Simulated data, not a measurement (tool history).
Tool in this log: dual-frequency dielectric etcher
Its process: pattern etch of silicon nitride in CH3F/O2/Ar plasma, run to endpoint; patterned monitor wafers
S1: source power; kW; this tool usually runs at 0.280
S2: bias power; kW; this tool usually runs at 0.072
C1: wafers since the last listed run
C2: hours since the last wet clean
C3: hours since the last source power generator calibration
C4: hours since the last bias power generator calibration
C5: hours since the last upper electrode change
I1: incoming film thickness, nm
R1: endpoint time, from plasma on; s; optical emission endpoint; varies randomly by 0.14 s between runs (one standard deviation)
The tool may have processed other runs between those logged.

{"run": 1, "hour": 0.0, "S1": 0.28, "S2": 0.072, "C1": 0, "C2": 159.1, "C3": 2084.0, "C4": 1188.0, "C5": 4387.3, "I1": 19.67, "R1": 31.6}
{"run": 2, "hour": 69.1, "S1": 0.28, "S2": 0.072, "C1": 1068, "C2": 228.2, "C3": 2153.1, "C4": 1257.1, "C5": 4456.4, "I1": 19.88, "R1": 32.1}
{"run": 3, "hour": 95.6, "S1": 0.28, "S2": 0.072, "C1": 409, "C2": 254.7, "C3": 2179.6, "C4": 1283.6, "C5": 4482.9, "I1": 19.59, "R1": 31.8}
{"run": 4, "hour": 158.3, "S1": 0.28, "S2": 0.072, "C1": 969, "C2": 317.4, "C3": 2242.3, "C4": 1346.3, "C5": 4545.6, "I1": 19.94, "R1": 32.4}
{"run": 5, "hour": 227.6, "S1": 0.28, "S2": 0.072, "C1": 1071, "C2": 386.7, "C3": 2311.6, "C4": 1415.6, "C5": 4614.9, "I1": 19.84, "R1": 32.7}
{"run": 6, "hour": 254.7, "S1": 0.28, "S2": 0.072, "C1": 419, "C2": 413.8, "C3": 2338.7, "C4": 1442.7, "C5": 4642.0, "I1": 19.85, "R1": 32.4}
{"run": 7, "hour": 290.3, "S1": 0.28, "S2": 0.072, "C1": 550, "C2": 449.4, "C3": 2374.3, "C4": 1478.3, "C5": 4677.6, "I1": 19.78, "R1": 32.5}
{"run": 8, "hour": 338.1, "S1": 0.28, "S2": 0.072, "C1": 739, "C2": 497.2, "C3": 2422.1, "C4": 1526.1, "C5": 4725.4, "I1": 19.96, "R1": 33.1}
{"hour": 363.7, "done": "wet clean of the chamber"}
{"run": 9, "hour": 393.8, "S1": 0.28, "S2": 0.072, "C1": 490, "C2": 30.1, "C3": 2477.8, "C4": 1581.8, "C5": 4781.1, "I1": 19.73, "R1": 31.2}
{"hour": 431.3, "done": "bias power generator calibrated"}
{"run": 10, "hour": 431.8, "S1": 0.28, "S2": 0.072, "C1": 525, "C2": 68.1, "C3": 2515.8, "C4": 0.5, "C5": 4819.1, "I1": 20.01, "R1": 32.1}
{"run": 11, "hour": 471.9, "S1": 0.28, "S2": 0.072, "C1": 620, "C2": 108.2, "C3": 2555.9, "C4": 40.6, "C5": 4859.2, "I1": 19.61, "R1": 31.5}
{"run": 12, "hour": 522.6, "S1": 0.28, "S2": 0.072, "C1": 784, "C2": 158.9, "C3": 2606.6, "C4": 91.3, "C5": 4909.9, "I1": 19.91, "R1": 32.0}
{"run": 13, "hour": 554.8, "S1": 0.28, "S2": 0.072, "C1": 497, "C2": 191.1, "C3": 2638.8, "C4": 123.5, "C5": 4942.1, "I1": 19.74, "R1": 31.9}
{"run": 14, "hour": 590.5, "S1": 0.28, "S2": 0.072, "C1": 552, "C2": 226.8, "C3": 2674.5, "C4": 159.2, "C5": 4977.8, "I1": 19.83, "R1": 32.2}
{"run": 15, "hour": 643.4, "S1": 0.32, "S2": 0.079, "C1": 818, "C2": 279.7, "C3": 2727.4, "C4": 212.1, "C5": 5030.7, "I1": 19.68, "R1": 29.9}
{"run": 16, "hour": 689.8, "S1": 0.28, "S2": 0.067, "C1": 717, "C2": 326.1, "C3": 2773.8, "C4": 258.5, "C5": 5077.1, "I1": 19.59, "R1": 33.0}
{"run": 17, "hour": 719.6, "S1": 0.32, "S2": 0.06, "C1": 460, "C2": 355.9, "C3": 2803.6, "C4": 288.3, "C5": 5106.9, "I1": 19.8, "R1": 32.3}
{"run": 18, "hour": 834.4, "S1": 0.28, "S2": 0.072, "C1": 1775, "C2": 470.7, "C3": 2918.4, "C4": 403.1, "C5": 5221.7, "I1": 19.88, "R1": 33.1}
{"hour": 885.2, "done": "wet clean of the chamber"}
{"run": 19, "hour": 885.7, "S1": 0.22, "S2": 0.072, "C1": 422, "C2": 0.5, "C3": 2969.7, "C4": 454.4, "C5": 5273.0, "I1": 19.79, "R1": 35.1}
{"run": 20, "hour": 938.2, "S1": 0.31, "S2": 0.072, "C1": 811, "C2": 53.0, "C3": 3022.2, "C4": 506.9, "C5": 5325.5, "I1": 19.79, "R1": 30.3}
{"run": 21, "hour": 974.1, "S1": 0.34, "S2": 0.083, "C1": 555, "C2": 88.9, "C3": 3058.1, "C4": 542.8, "C5": 5361.4, "I1": 19.8, "R1": 28.0}
{"run": 22, "hour": 1034.0, "S1": 0.28, "S2": 0.072, "C1": 926, "C2": 148.8, "C3": 3118.0, "C4": 602.7, "C5": 5421.3, "I1": 19.79, "R1": 32.1}
{"run": 23, "hour": 1071.7, "S1": 0.28, "S2": 0.065, "C1": 583, "C2": 186.5, "C3": 3155.7, "C4": 640.4, "C5": 5459.0, "I1": 19.91, "R1": 33.3}
{"hour": 1105.8, "done": "source power generator calibrated"}
{"run": 24, "hour": 1208.4, "S1": 0.28, "S2": 0.072, "C1": 2052, "C2": 323.2, "C3": 102.6, "C4": 777.1, "C5": 5595.7, "I1": 19.62, "R1": 32.2}
{"hour": 1252.7, "done": "upper electrode replaced"}
{"run": 25, "hour": 1253.3, "S1": 0.31, "S2": 0.085, "C1": 323, "C2": 368.1, "C3": 147.5, "C4": 822.0, "C5": 0.6, "I1": 19.87, "R1": 30.1}
{"run": 26, "hour": 1302.9, "S1": 0.33, "S2": 0.087, "C1": 767, "C2": 417.7, "C3": 197.1, "C4": 871.6, "C5": 50.2, "I1": 19.92, "R1": 29.3}
{"run": 27, "hour": 1332.2, "S1": 0.34, "S2": 0.06, "C1": 453, "C2": 447.0, "C3": 226.4, "C4": 900.9, "C5": 79.5, "I1": 19.79, "R1": 31.9}
{"run": 28, "hour": 1386.1, "S1": 0.3, "S2": 0.054, "C1": 833, "C2": 500.9, "C3": 280.3, "C4": 954.8, "C5": 133.4, "I1": 19.99, "R1": 34.8}
{"hour": 1430.0, "done": "wet clean of the chamber"}
{"run": 29, "hour": 1443.9, "S1": 0.22, "S2": 0.055, "C1": 522, "C2": 13.9, "C3": 338.1, "C4": 1012.6, "C5": 191.2, "I1": 19.49, "R1": 36.8}
{"run": 30, "hour": 1531.2, "S1": 0.3, "S2": 0.062, "C1": 1350, "C2": 101.2, "C3": 425.4, "C4": 1099.9, "C5": 278.5, "I1": 19.83, "R1": 32.0}
{"run": 31, "hour": 1599.2, "S1": 0.21, "S2": 0.066, "C1": 1051, "C2": 169.2, "C3": 493.4, "C4": 1167.9, "C5": 346.5, "I1": 19.59, "R1": 36.6}
{"run": 32, "hour": 1626.6, "S1": 0.28, "S2": 0.054, "C1": 423, "C2": 196.6, "C3": 520.8, "C4": 1195.3, "C5": 373.9, "I1": 19.8, "R1": 34.6}
{"run": 33, "hour": 1688.3, "S1": 0.28, "S2": 0.072, "C1": 954, "C2": 258.3, "C3": 582.5, "C4": 1257.0, "C5": 435.6, "I1": 19.68, "R1": 32.0}
{"run": 34, "hour": 1748.0, "S1": 0.34, "S2": 0.062, "C1": 923, "C2": 318.0, "C3": 642.2, "C4": 1316.7, "C5": 495.3, "I1": 19.73, "R1": 31.0}

What differs in the tool's unlogged condition from the final listed run ahead of each entry between runs to the first listed run following it?
Run 8 -> run 9: wet clean of the chamber (hour 363.7)
  etch rate over this chamber's usual, %: -3.92 -> -0.435
  difference, measured minus the result without the unlogged condition, R1: +1.3 -> +0.1 s
Run 9 -> run 10: bias power generator calibrated (hour 431.3)
  etch rate over this chamber's usual, %: -0.435 -> -0.774
  difference, measured minus the result without the unlogged condition, R1: +0.1 -> +0.2 s
Run 18 -> run 19: wet clean of the chamber (hour 885.2)
  etch rate over this chamber's usual, %: -4.37 -> -0.186
  difference, measured minus the result without the unlogged condition, R1: +1.5 -> +0.1 s
Run 23 -> run 24: source power generator calibrated (hour 1105.8)
  etch rate over this chamber's usual, %: -1.85 -> -3.07
  difference, measured minus the result without the unlogged condition, R1: +0.6 -> +1.0 s
Run 24 -> run 25: upper electrode replaced (hour 1252.7)
  etch rate over this chamber's usual, %: -3.07 -> -3.47
  difference, measured minus the result without the unlogged condition, R1: +1.0 -> +1.0 s
Run 28 -> run 29: wet clean of the chamber (hour 1430.0)
  etch rate over this chamber's usual, %: -4.65 -> 0.0422
  difference, measured minus the result without the unlogged condition, R1: +1.6 -> +0.0 s
